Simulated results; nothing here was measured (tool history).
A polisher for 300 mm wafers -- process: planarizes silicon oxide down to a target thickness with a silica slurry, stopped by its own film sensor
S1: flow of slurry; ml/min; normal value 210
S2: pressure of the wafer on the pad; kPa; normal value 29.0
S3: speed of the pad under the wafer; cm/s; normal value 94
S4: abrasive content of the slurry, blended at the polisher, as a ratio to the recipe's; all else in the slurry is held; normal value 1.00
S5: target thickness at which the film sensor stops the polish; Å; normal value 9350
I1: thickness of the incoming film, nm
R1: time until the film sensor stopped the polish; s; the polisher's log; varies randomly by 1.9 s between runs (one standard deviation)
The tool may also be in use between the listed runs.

run,hour,S1,S2,S3,S4,S5,I1,R1
1,0.0,210,29.0,94,1.00,9350,1293.2,132.2
# hour 9.5: worn pad replaced by a new one
2,15.4,210,29.0,94,1.00,9350,1291.9,130.7
3,27.5,155,29.0,94,1.00,9350,1317.1,150.0
4,42.5,155,29.0,94,1.00,9350,1310.1,145.9
5,48.5,210,29.0,94,1.00,8820,1294.4,151.0
6,54.6,210,29.0,94,1.00,8820,1305.5,155.9
7,67.2,240,29.0,94,1.00,9350,1306.7,135.6
# hour 75.3: head pressure recalibrated
# hour 79.4: worn pad replaced by a new one
8,79.9,210,29.0,114,1.00,9350,1298.7,114.7
9,83.8,245,31.7,94,0.70,9350,1292.5,154.0
# hour 101.0: conditioning disc replaced and pad reconditioned
# hour 114.2: slurry blender recalibrated
10,114.7,210,29.0,112,1.00,9350,1310.9,124.1
# hour 130.5: slurry nozzle cleaned
11,131.0,210,29.0,94,1.00,9350,1284.6,128.3
12,138.3,185,29.0,84,1.00,8340,1274.2,176.3
# hour 146.5: worn pad replaced by a new one
13,155.9,185,29.0,94,1.20,9350,1320.3,131.9
14,163.8,210,29.0,94,1.00,9350,1315.9,140.8
15,176.9,235,29.0,94,1.00,9700,1285.8,114.5

Here are 4 independent what-if runs from the current tool condition. What would each one return?
A,177.4,210,29.0,94,1.00,9350,1293.2,?
B,177.4,175,36.5,94,1.00,9350,1293.2,?
C,177.4,150,29.0,94,1.00,9350,1293.2,?
D,177.4,140,24.8,94,1.15,9350,1293.2,?

run,R1
A,136.2
B,111.0
C,144.1
D,157.3
Stripped of hidden state, with their random variation kept, the same runs would have yielded:
run,R1
A,136.2
B,111.0
C,144.1
D,157.3
